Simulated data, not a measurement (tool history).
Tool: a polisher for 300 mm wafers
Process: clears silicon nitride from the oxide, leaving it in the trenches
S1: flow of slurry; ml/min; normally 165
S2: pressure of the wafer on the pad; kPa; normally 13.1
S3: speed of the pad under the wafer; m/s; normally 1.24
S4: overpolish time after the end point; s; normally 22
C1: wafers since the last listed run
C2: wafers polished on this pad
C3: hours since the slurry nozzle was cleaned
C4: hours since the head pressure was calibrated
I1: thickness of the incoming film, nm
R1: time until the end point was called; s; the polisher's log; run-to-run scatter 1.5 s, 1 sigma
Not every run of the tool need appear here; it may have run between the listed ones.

Run 1, hour 0: usual settings but S2 9.7 kPa; C1 0; C2 669; C3 144.4; C4 58; I1 69.9. Result: R1 135.7 s.
Run 2, hour 24.9: usual settings but S2 9.7 kPa; C1 255; C2 925; C3 169.3; C4 82.9; I1 70.5. Result: R1 139.5 s.
Run 3, hour 58.3: usual settings; C1 343; C2 1268; C3 202.7; C4 116.3; I1 68.7. Result: R1 103.1 s.
At hour 125.3: slurry nozzle cleaned.
At hour 126: worn pad replaced by a new one.
Run 4, hour 161.7: usual settings but S4 29 s; C1 1044; C2 366; C3 36.4; C4 219.7; I1 69.2. Result: R1 104.5 s.
Run 5, hour 189.3: usual settings; C1 283; C2 649; C3 64; C4 247.3; I1 70.9. Result: R1 109.5 s.
Run 6, hour 222.4: usual settings; C1 340; C2 990; C3 97.1; C4 280.4; I1 69.7. Result: R1 108.5 s.
Run 7, hour 251.4: usual settings but S3 1.36 m/s; C1 297; C2 1288; C3 126.1; C4 309.4; I1 69.9. Result: R1 97 s.
Run 8, hour 268.9: usual settings; C1 179; C2 1467; C3 143.6; C4 326.9; I1 69.7. Result: R1 108.5 s.
Run 9, hour 296.3: usual settings; C1 281; C2 1749; C3 171; C4 354.3; I1 69.4. Result: R1 105.7 s.
Run 10, hour 309.2: usual settings; C1 132; C2 1881; C3 183.9; C4 367.2; I1 70.2. Result: R1 107.2 s.
At hour 319.1: worn pad replaced by a new one.
Run 11, hour 335.2: usual settings; C1 226; C2 165; C3 209.9; C4 393.2; I1 70.9. Result: R1 108.5 s.
At hour 348.7: slurry nozzle cleaned.
Run 12, hour 350.7: usual settings; C1 148; C2 314; C3 2; C4 408.7; I1 69.2. Result: R1 110.7 s.
At hour 364.2: head pressure recalibrated.
Run 13, hour 382.2: usual settings but S1 130 ml/min, S2 11 kPa; C1 303; C2 617; C3 33.5; C4 18; I1 70.6. Result: R1 141.1 s.
Run 14, hour 405.6: usual settings but S1 130 ml/min, S2 11 kPa; C1 240; C2 857; C3 56.9; C4 41.4; I1 70. Result: R1 138.7 s.
Run 15, hour 436.8: usual settings; C1 320; C2 1178; C3 88.1; C4 72.6; I1 69.5. Result: R1 115.1 s.
Run 16, hour 467.5: usual settings; C1 315; C2 1493; C3 118.8; C4 103.3; I1 69.9. Result: R1 116.1 s.
Run 17, hour 499.1: usual settings but S1 125 ml/min, S3 1.36 m/s; C1 324; C2 1818; C3 150.4; C4 134.9; I1 70.4. Result: R1 116.5 s.
At hour 509.8: worn pad replaced by a new one.
At hour 533.2: slurry nozzle cleaned, repeated, since the last time left the tool worse.
Run 18, hour 533.7: usual settings but S1 125 ml/min, S3 1.36 m/s; C1 304; C2 235; C3 0.5; C4 169.5; I1 69.3. Result: R1 98.5 s.
Run 19, hour 579.9: usual settings but S1 145 ml/min, S2 8.3 kPa, S3 1.36 m/s, S4 16 s; C1 474; C2 710; C3 46.7; C4 215.7; I1 69. Result: R1 137.6 s.
Run 20, hour 609.7: usual settings; C1 306; C2 1016; C3 76.5; C4 245.5; I1 69.9. Result: R1 104.6 s.
Run 21, hour 641.1: usual settings but S3 1.54 m/s; C1 322; C2 1339; C3 107.9; C4 276.9; I1 68.8. Result: R1 81.6 s.
Run 22, hour 662.1: usual settings but S2 17.9 kPa, S3 1.36 m/s; C1 215; C2 1555; C3 128.9; C4 297.9; I1 70.1. Result: R1 72.4 s.
At hour 682.4: worn pad replaced by a new one.
Run 23, hour 684: usual settings; C1 183; C2 16; C3 150.8; C4 319.8; I1 70.8. Result: R1 110 s.
Run 24, hour 734.3: usual settings but S1 145 ml/min, S2 8.3 kPa, S4 28 s; C1 516; C2 533; C3 201.1; C4 370.1; I1 69.8. Result: R1 157.7 s.
Run 25, hour 751.2: usual settings but S2 14.5 kPa, S4 29 s; C1 173; C2 706; C3 218; C4 387; I1 70. Result: R1 98.1 s.
At hour 755.1: slurry nozzle cleaned.
Run 26, hour 784.1: usual settings; C1 327; C2 1034; C3 29; C4 419.9; I1 70. Result: R1 102.9 s.
Run 27, hour 798.7: usual settings but S1 220 ml/min, S2 10.3 kPa, S3 1.52 m/s; C1 150; C2 1184; C3 43.6; C4 434.5; I1 69.7. Result: R1 103.2 s.
At hour 809.7: head pressure recalibrated.
Run 28, hour 820.8: usual settings but S1 130 ml/min, S2 11 kPa; C1 206; C2 1390; C3 65.7; C4 11.1; I1 69.3. Result: R1 124.9 s.
Run 29, hour 845.6: usual settings but S1 220 ml/min, S2 17.9 kPa; C1 254; C2 1645; C3 90.5; C4 35.9; I1 69.5. Result: R1 76 s.
Run 30, hour 865.8: usual settings but S2 17.2 kPa, S4 30 s; C1 207; C2 1853; C3 110.7; C4 56.1; I1 70.7. Result: R1 83.8 s.
At hour 880.5: worn pad replaced by a new one.
Run 31, hour 887.2: usual settings but S3 1.66 m/s; C1 178; C2 68; C3 132.1; C4 77.5; I1 69. Result: R1 79 s.
Run 32, hour 922: usual settings but S1 140 ml/min, S2 9.7 kPa, S3 1.5 m/s, S4 32 s; C1 357; C2 426; C3 166.9; C4 112.3; I1 70. Result: R1 115.1 s.
Run 33, hour 957.4: usual settings but S2 14.5 kPa, S3 0.94 m/s, S4 29 s; C1 363; C2 790; C3 202.3; C4 147.7; I1 69.6. Result: R1 129.2 s.
Run 34, hour 978.4: usual settings but S1 115 ml/min, S2 16.5 kPa, S4 31 s; C1 215; C2 1006; C3 223.3; C4 168.7; I1 70.5. Result: R1 93.5 s.
Run 35, hour 999.7: usual settings but S2 15.2 kPa; C1 218; C2 1224; C3 244.6; C4 190; I1 70.2. Result: R1 95.8 s.
At hour 1002.8: slurry nozzle cleaned.
Run 36, hour 1013.9: usual settings but S1 215 ml/min, S2 9.7 kPa; C1 135; C2 1360; C3 11.1; C4 204.2; I1 70.6. Result: R1 129.8 s.

Describe how what the log doesn't record of the tool's condition differs between the last listed run preceding each entry between runs and the first listed run following it.
Run 3 -> run 4: slurry nozzle cleaned (hour 125.3); worn pad replaced by a new one (hour 126)
  slurry flow missing at the pad, %: 19.1 -> 10.9
  measured minus no-state result, R1: +3 -> +1.7 s
Run 10 -> run 11: worn pad replaced by a new one (hour 319.1)
  slurry flow missing at the pad, %: 21.7 -> 22.3
  measured minus no-state result, R1: +3.7 -> +3.9 s
Run 11 -> run 12: slurry nozzle cleaned (hour 348.7)
  slurry flow missing at the pad, %: 22.3 -> 34.3
  measured minus no-state result, R1: +3.9 -> +6.8 s
Run 12 -> run 13: head pressure recalibrated (hour 364.2)
  slurry flow missing at the pad, %: 34.3 -> 40.7
  measured minus no-state result, R1: +6.8 -> +13.1 s
Run 17 -> run 18: worn pad replaced by a new one (hour 509.8); slurry nozzle cleaned, repeated, since the last time left the tool worse (hour 533.2)
  slurry flow missing at the pad, %: 50.9 -> 2.63
  measured minus no-state result, R1: +15.4 -> +0.4 s
Run 22 -> run 23: worn pad replaced by a new one (hour 682.4)
  slurry flow missing at the pad, %: 18.7 -> 19.7
  measured minus no-state result, R1: +2.1 -> +3.4 s
Run 25 -> run 26: slurry nozzle cleaned (hour 755.1)
  slurry flow missing at the pad, %: 21.4 -> 8.4
  measured minus no-state result, R1: +3.3 -> +1.2 s
Run 27 -> run 28: head pressure recalibrated (hour 809.7)
  slurry flow missing at the pad, %: 10.7 -> 13.6
  measured minus no-state result, R1: +1.3 -> +3.1 s
Run 30 -> run 31: worn pad replaced by a new one (hour 880.5)
  slurry flow missing at the pad, %: 17.4 -> 18.6
  measured minus no-state result, R1: +2.2 -> +2.2 s
Run 35 -> run 36: slurry nozzle cleaned (hour 1002.8)
  slurry flow missing at the pad, %: 21.6 -> 5.79
  measured minus no-state result, R1: +3.3 -> +0.8 s

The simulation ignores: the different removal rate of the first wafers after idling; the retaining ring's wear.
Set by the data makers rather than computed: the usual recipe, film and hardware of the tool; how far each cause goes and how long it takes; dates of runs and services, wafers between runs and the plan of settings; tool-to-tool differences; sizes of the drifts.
